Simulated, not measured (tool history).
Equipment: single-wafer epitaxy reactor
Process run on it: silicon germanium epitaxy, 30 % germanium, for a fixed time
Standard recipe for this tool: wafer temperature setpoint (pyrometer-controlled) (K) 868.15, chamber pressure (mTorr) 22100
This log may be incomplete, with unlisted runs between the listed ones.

run   hour  wafer temperature setpoint (pyrometer-controlled) (K)  chamber pressure (mTorr)  wafers since the last listed run  hours since the last pyrometer calibration  hours since the last manometer calibration  hours since the showerhead was replaced  hours since the gauge calibration  read-back reference wafer on the same gauge, thickness_nm  mean film thickness on the monitor wafer (Å)
  1      0                                                 868.15                     22100                                 0                                        1863                                      1813.1                                   4318.4                              198.9                                                     49.059                                        560.15
  2    6.1                                                 868.15                     22100                               106                                      1869.1                                      1819.2                                   4324.5                                205                                                     49.056                                        566.61
  3   13.1                                                 868.15                     22100                               122                                      1876.1                                      1826.2                                   4331.5                                212                                                     49.097                                         562.6
  4   25.5                                                 879.15                     22100                               216                                      1888.5                                      1838.6                                   4343.9                              224.4                                                     49.063                                        707.05
      27.3  -- gauge calibrated
  5   40.8                                                 879.15                     22100                               267                                      1903.8                                      1853.9                                   4359.2                               13.5                                                      49.18                                        709.55
  6   46.9                                                 879.15                     22100                               106                                      1909.9                                        1860                                   4365.3                               19.6                                                     49.095                                        707.73
  7   62.5                                                 868.15                     22100                               272                                      1925.5                                      1875.6                                   4380.9                               35.2                                                     49.114                                         566.3
  8   75.3                                                 868.15                     22100                               223                                      1938.3                                      1888.4                                   4393.7                                 48                                                     49.168                                        566.21
  9   84.6                                                 868.15                     22100                               162                                      1947.6                                      1897.7                                     4403                               57.3                                                     49.141                                        570.45
 10  100.6                                                 868.15                     22100                               279                                      1963.6                                      1913.7                                     4419                               73.3                                                     49.172                                         565.5
 11  115.3                                                 868.15                     22100                               257                                      1978.3                                      1928.4                                   4433.7                                 88                                                     49.143                                        561.86
     128.6  -- capacitance manometer re-zeroed and calibrated
 12  130.8                                                 868.15                     22100                               131                                      1993.8                                         2.2                                   4449.2                              103.5                                                     49.187                                        564.88
 13  142.8                                                 863.15                     22100                               209                                      2005.8                                        14.2                                   4461.2                              115.5                                                     49.032                                         506.7
 14  159.5                                                 868.15                     22100                               292                                      2022.5                                        30.9                                   4477.9                              132.2                                                     49.043                                        567.29
 15  177.1                                                 868.15                     22100                               307                                      2040.1                                        48.5                                   4495.5                              149.8                                                     49.066                                        567.15
 16  187.9                                                 872.15                     24300                               188                                      2050.9                                        59.3                                   4506.3                              160.6                                                     49.132                                        631.35
 17  200.5                                                 879.15                     24600                               220                                      2063.5                                        71.9                                   4518.9                              173.2                                                     49.129                                        733.56
 18  210.2                                                 882.15                     18800                               169                                      2073.2                                        81.6                                   4528.6                              182.9                                                     49.139                                        714.23
 19  217.3                                                 868.15                     22100                               124                                      2080.3                                        88.7                                   4535.7                                190                                                     49.137                                         562.1
 20  228.2                                                 863.15                     20000                               190                                      2091.2                                        99.6                                   4546.6                              200.9                                                     49.068                                        491.94
     243.6  -- gauge calibrated
       250  -- showerhead replaced
 21  250.5                                                 857.15                     17800                               250                                      2113.5                                       121.9                                      0.5                                6.9                                                     49.036                                        416.39
 22  260.2                                                 863.15                     18400                               169                                      2123.2                                       131.6                                     10.2                               16.6                                                     49.108                                        479.74
 23  267.6                                                 878.15                     18000                               129                                      2130.6                                         139                                     17.6                                 24                                                     49.058                                         653.8
     287.6  -- pyrometer calibrated
 24  288.1                                                 872.15                     26300                               218                                         0.5                                       159.5                                     38.1                               44.5                                                     49.066                                        650.83
 25  288.5                                                 854.15                     22100                                 6                                         0.9                                       159.9                                     38.5                               44.9                                                     49.061                                         419.5
 26  297.2                                                 860.15                     25800                               152                                         9.6                                       168.6                                     47.2                               53.6                                                      49.06                                        504.94
 27  314.3                                                 858.15                     25300                               299                                        26.7                                       185.7                                     64.3                               70.7                                                     49.075                                         477.7
 28  337.8                                                 878.15                     25500                               410                                        50.2                                       209.2                                     87.8                               94.2                                                     49.029                                        733.43
 29  352.3                                                 868.15                     19700                               253                                        64.7                                       223.7                                    102.3                              108.7                                                     49.117                                        542.25
 30  363.6                                                 868.15                     22100                               197                                          76                                         235                                    113.6                                120                                                     49.118                                        564.18
 31  377.1                                                 868.15                     22100                               236                                        89.5                                       248.5                                    127.1                              133.5                                                     49.047                                        564.96

Branching from run 31: 5 alternative next runs. What would each branch give?
  A  377.5                                                 868.15                     22100                                 6                                        89.9                                       248.9                                    127.5                              133.9                                                          ?                                             ?
  B  377.5                                                 857.15                     25600                                 6                                        89.9                                       248.9                                    127.5                              133.9                                                          ?                                             ?
  C  377.5                                                 862.15                     27100                                 6                                        89.9                                       248.9                                    127.5                              133.9                                                          ?                                             ?
  D  377.5                                                 864.15                     27100                                 6                                        89.9                                       248.9                                    127.5                              133.9                                                          ?                                             ?
  E  377.5                                                 881.15                     19800                                 6                                        89.9                                       248.9                                    127.5                              133.9                                                          ?                                             ?

run  read-back reference wafer on the same gauge, thickness_nm  mean film thickness on the monitor wafer (Å)
  A                                                     49.081                                        570.77
  B                                                     49.081                                        474.65
  C                                                     49.081                                        539.25
  D                                                     49.081                                        562.77
  E                                                     49.081                                        719.85
The same runs, with their run-to-run variation unchanged, on a tool lacking any hidden condition would have given:
run  mean film thickness on the monitor wafer (Å)
  A                                        570.77
  B                                        474.65
  C                                        539.25
  D                                        562.77
  E                                        719.85
